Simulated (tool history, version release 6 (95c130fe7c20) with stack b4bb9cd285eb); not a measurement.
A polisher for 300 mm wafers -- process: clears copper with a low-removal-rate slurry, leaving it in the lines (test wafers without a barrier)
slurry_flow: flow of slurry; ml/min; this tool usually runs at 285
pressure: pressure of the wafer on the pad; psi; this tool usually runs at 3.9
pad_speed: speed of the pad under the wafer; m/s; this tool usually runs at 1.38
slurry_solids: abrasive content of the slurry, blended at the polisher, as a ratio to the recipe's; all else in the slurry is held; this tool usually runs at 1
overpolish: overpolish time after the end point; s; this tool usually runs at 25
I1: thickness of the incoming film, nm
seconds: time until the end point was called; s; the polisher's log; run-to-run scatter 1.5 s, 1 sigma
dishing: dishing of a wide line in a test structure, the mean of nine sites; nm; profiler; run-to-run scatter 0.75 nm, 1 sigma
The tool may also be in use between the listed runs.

run 1 hour=0 | slurry_flow=285 pressure=3.9 pad_speed=1.38 slurry_solids=1 overpolish=31 | I1=679.6 | seconds=155.3 dishing=67.4
run 2 hour=11.1 | slurry_flow=285 pressure=3.9 pad_speed=1.38 slurry_solids=1 overpolish=31 | I1=670.4 | seconds=156.4 dishing=67.3
run 3 hour=28.1 | slurry_flow=285 pressure=3.9 pad_speed=1.38 slurry_solids=1 overpolish=31 | I1=678.3 | seconds=157.3 dishing=65.4
run 4 hour=45 | slurry_flow=285 pressure=3.9 pad_speed=1.38 slurry_solids=1 overpolish=25 | I1=678.1 | seconds=156.9 dishing=56.5
run 5 hour=59.2 | slurry_flow=285 pressure=3.9 pad_speed=1.38 slurry_solids=1 overpolish=25 | I1=689.2 | seconds=160.9 dishing=55.4
run 6 hour=68.8 | slurry_flow=285 pressure=3.9 pad_speed=1.38 slurry_solids=1 overpolish=25 | I1=695.3 | seconds=163.8 dishing=56.2
-- hour=76.1 slurry nozzle cleaned
-- hour=76.8 head pressure recalibrated
run 7 hour=77.5 | slurry_flow=285 pressure=3.9 pad_speed=1.38 slurry_solids=1 overpolish=25 | I1=686.2 | seconds=164 dishing=55.7
run 8 hour=94.1 | slurry_flow=285 pressure=2.5 pad_speed=1.54 slurry_solids=1 overpolish=18 | I1=675.9 | seconds=227.1 dishing=33.9
-- hour=103.6 worn pad replaced by a new one
run 9 hour=129.6 | slurry_flow=285 pressure=3.9 pad_speed=1.38 slurry_solids=0.85 overpolish=29 | I1=684.9 | seconds=162 dishing=61.9
-- hour=133.3 slurry blender recalibrated
run 10 hour=144.8 | slurry_flow=285 pressure=3.9 pad_speed=1.38 slurry_solids=0.9 overpolish=34 | I1=681.4 | seconds=157.5 dishing=69.2
run 11 hour=161 | slurry_flow=240 pressure=3.9 pad_speed=1.38 slurry_solids=1 overpolish=31 | I1=678.9 | seconds=158.6 dishing=64.9
run 12 hour=169.3 | slurry_flow=245 pressure=4.6 pad_speed=1.68 slurry_solids=1 overpolish=32 | I1=683.2 | seconds=113.7 dishing=78.3
run 13 hour=175.6 | slurry_flow=345 pressure=3.9 pad_speed=1.38 slurry_solids=0.75 overpolish=36 | I1=688.1 | seconds=166.9 dishing=69.6
run 14 hour=188.2 | slurry_flow=345 pressure=3.9 pad_speed=1.38 slurry_solids=0.75 overpolish=36 | I1=684.1 | seconds=167.9 dishing=68.8

What if the next run were any one of these 4? Each begins from the tool's condition after run 14:
run A hour=188.7 | slurry_flow=285 pressure=4.8 pad_speed=1.38 slurry_solids=1 overpolish=25 | I1=690.1 | seconds=? dishing=?
run B hour=188.7 | slurry_flow=195 pressure=3.9 pad_speed=1.38 slurry_solids=1 overpolish=19 | I1=690.1 | seconds=? dishing=?
run C hour=188.7 | slurry_flow=285 pressure=3.9 pad_speed=1.38 slurry_solids=1 overpolish=29 | I1=690.1 | seconds=? dishing=?
run D hour=188.7 | slurry_flow=255 pressure=3.9 pad_speed=1.38 slurry_solids=1 overpolish=25 | I1=690.1 | seconds=? dishing=?

run=A seconds=131.5 dishing=66.2
run=B seconds=170 dishing=45.6
run=C seconds=161.8 dishing=62.8
run=D seconds=163.8 dishing=56.7
With the hidden condition removed and each run's random variation left untouched, the same runs would have given:
run=A seconds=125.7 dishing=68
run=B seconds=162.5 dishing=47.1
run=C seconds=154.7 dishing=64.5
run=D seconds=156.6 dishing=58.4
